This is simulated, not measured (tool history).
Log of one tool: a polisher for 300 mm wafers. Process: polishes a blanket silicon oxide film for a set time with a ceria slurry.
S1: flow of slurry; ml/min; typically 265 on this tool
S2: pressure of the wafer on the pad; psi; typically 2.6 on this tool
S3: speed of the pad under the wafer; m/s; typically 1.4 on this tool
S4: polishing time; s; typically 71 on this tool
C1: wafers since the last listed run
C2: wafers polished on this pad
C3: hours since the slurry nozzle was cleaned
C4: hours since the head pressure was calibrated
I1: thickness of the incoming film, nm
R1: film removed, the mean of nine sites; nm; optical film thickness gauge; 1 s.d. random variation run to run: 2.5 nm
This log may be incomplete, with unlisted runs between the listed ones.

run,hour,S1,S2,S3,S4,C1,C2,C3,C4,I1,R1
1,0,265,2.6,1.4,71,0,660,604.6,580.4,1338.2,408.2
2,15.6,265,2.6,1.4,71,209,869,620.2,596,1317,408.4
3,42.5,265,2.6,1.4,71,360,1230,647.1,622.9,1326.5,398.6
# hour 50.3: worn pad replaced by a new one
4,76,190,2.6,1.4,71,395,345,680.6,656.4,1320.3,392.2
5,110.1,190,2.6,1.4,71,457,802,714.7,690.5,1333.8,390.9
6,127.8,190,2.6,1.4,71,237,1040,732.4,708.2,1344.7,382.7
7,156.8,265,2.6,1.4,71,389,1429,761.4,737.2,1328.3,395.1
# hour 173.2: head pressure recalibrated
# hour 175.7: worn pad replaced by a new one
8,179.9,320,3.2,1.4,71,249,56,784.5,6.7,1340.2,507.9
# hour 187: slurry nozzle cleaned
9,207.3,320,3.2,1.4,71,354,410,20.3,34.1,1331.7,507.2
10,239.4,265,2.6,1.4,71,430,841,52.4,66.2,1327.2,404
11,263.4,265,2.6,1.4,71,321,1163,76.4,90.2,1313,401.4
# hour 281.6: worn pad replaced by a new one
12,299,265,2.6,1.56,80,423,233,112,125.8,1328.2,500.6
13,315.8,265,3.2,1.4,96,225,458,128.8,142.6,1339.6,680.7
14,330.8,265,2.6,1.4,71,201,659,143.8,157.6,1334.5,408.5
15,346.4,265,2.6,1.4,71,209,869,159.4,173.2,1332.1,401
16,368.6,360,2.6,1.84,71,297,1167,181.6,195.4,1318.9,493
# hour 398.9: worn pad replaced by a new one
17,402.3,175,2.6,1.4,59,398,45,215.3,229.1,1331.3,317
18,425.6,170,3.2,1.4,71,312,357,238.6,252.4,1319.7,462
19,452.7,265,2.6,1.4,71,363,721,265.7,279.5,1335.6,406.5
20,478.4,215,2.6,1.4,71,344,1066,291.4,305.2,1341.4,387.9
21,497.6,265,1.9,1.4,71,257,1323,310.6,324.4,1331.9,289.1
# hour 507.4: worn pad replaced by a new one
22,529.9,265,2.6,1.4,71,379,302,342.9,356.7,1342.1,412.8
23,552.8,185,2.6,1.4,71,307,609,365.8,379.6,1336.6,386.9

What differs in the tool's unlogged condition from the final listed run ahead of each entry between runs to the first listed run following it?
Logged between run 3 and run 4: worn pad replaced by a new one (hour 50.3)
  removal rate lost through wear of the pad, %: 3.94 -> 0.493
  difference, measured minus the result without the unlogged condition, R1: -16.3 -> -1.9 nm
Logged between run 7 and run 8: head pressure recalibrated (hour 173.2); worn pad replaced by a new one (hour 175.7)
  removal rate lost through wear of the pad, %: 5.25 -> 0.995
  difference, measured minus the result without the unlogged condition, R1: -21.9 -> -5.1 nm
Logged between run 8 and run 9: slurry nozzle cleaned (hour 187)
  removal rate lost through wear of the pad, %: 0.995 -> 1.43
  difference, measured minus the result without the unlogged condition, R1: -5.1 -> -7.4 nm
Logged between run 11 and run 12: worn pad replaced by a new one (hour 281.6)
  removal rate lost through wear of the pad, %: 4.41 -> 0.203
  difference, measured minus the result without the unlogged condition, R1: -18.5 -> -1 nm
Logged between run 16 and run 17: worn pad replaced by a new one (hour 398.9)
  removal rate lost through wear of the pad, %: 3.43 -> 1.72
  difference, measured minus the result without the unlogged condition, R1: -17.5 -> -5.6 nm
Logged between run 21 and run 22: worn pad replaced by a new one (hour 507.4)
  removal rate lost through wear of the pad, %: 6.05 -> 0.964
  difference, measured minus the result without the unlogged condition, R1: -18.6 -> -4 nm
